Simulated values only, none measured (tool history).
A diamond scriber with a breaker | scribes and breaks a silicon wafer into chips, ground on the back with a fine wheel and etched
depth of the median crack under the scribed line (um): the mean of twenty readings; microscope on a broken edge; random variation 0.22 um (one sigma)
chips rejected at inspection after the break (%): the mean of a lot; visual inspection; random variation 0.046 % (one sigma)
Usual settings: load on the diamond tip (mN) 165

run	hour	load on the diamond tip (mN)	incoming depth of the damage left on the back of the incoming wafer, um	depth of the median crack under the scribed line (um)	chips rejected at inspection after the break (%)
1	0	165	0.66	13.03	1.4
2	31	165	0.34	13.33	1.47
3	51.2	165	0.34	12.86	1.45
4	79.4	165	0.34	13.34	1.48
5	102.5	203	0.57	15.47	5.45
# hour 106.2: diamond tip replaced by a new one
6	122.7	203	0.69	15.4	5.84
7	143.9	150	0.5	12.54	1.28
8	166.4	150	0.55	12.16	1.3
9	199	165	0.42	13.67	1.79
10	216.3	191	0.59	15.69	4.32
11	231.1	165	0.57	13.42	1.93
12	264.4	196	0.67	15.8	5.65
13	281.4	126	0.56	11.39	3.23
14	316.1	178	0.71	14.6	3.73
15	348.5	126	0.48	10.99	2.56
# hour 377: load on the tip recalibrated
16	383.3	115	0.55	9.18	10.39
# hour 411.6: diamond tip replaced by a new one
17	417.5	165	0.65	12.73	1.23
18	445.4	189	0.39	14.27	2.34
19	474.1	214	0.78	15.09	5
20	494.5	140	0.7	10.9	3.04
21	526.3	201	0.66	15.03	3.72
22	542.6	146	0.74	11.52	2.1

The same runs without the tool's hidden state, with the same run-to-run variation:
The hidden state here: share of the diamond tip's cutting effectiveness lost through wear, %; deviation of the load on the tip from its setpoint, %.
run	depth of the median crack under the scribed line (um)	chips rejected at inspection after the break (%)
1	12.59	1.3
2	12.82	1.33
3	12.33	1.29
4	12.73	1.29
5	14.69	3.76
6	14.56	3.92
7	11.81	1.81
8	11.4	1.85
9	12.71	1.32
10	14.53	2.38
11	12.38	1.34
12	14.46	2.93
13	10.37	6.4
14	13.16	1.65
15	9.82	5.95
16	9.2	10.26
17	12.75	1.23
18	14.28	2.36
19	15.09	4.98
20	10.88	3.08
21	14.97	3.6
22	11.45	2.2

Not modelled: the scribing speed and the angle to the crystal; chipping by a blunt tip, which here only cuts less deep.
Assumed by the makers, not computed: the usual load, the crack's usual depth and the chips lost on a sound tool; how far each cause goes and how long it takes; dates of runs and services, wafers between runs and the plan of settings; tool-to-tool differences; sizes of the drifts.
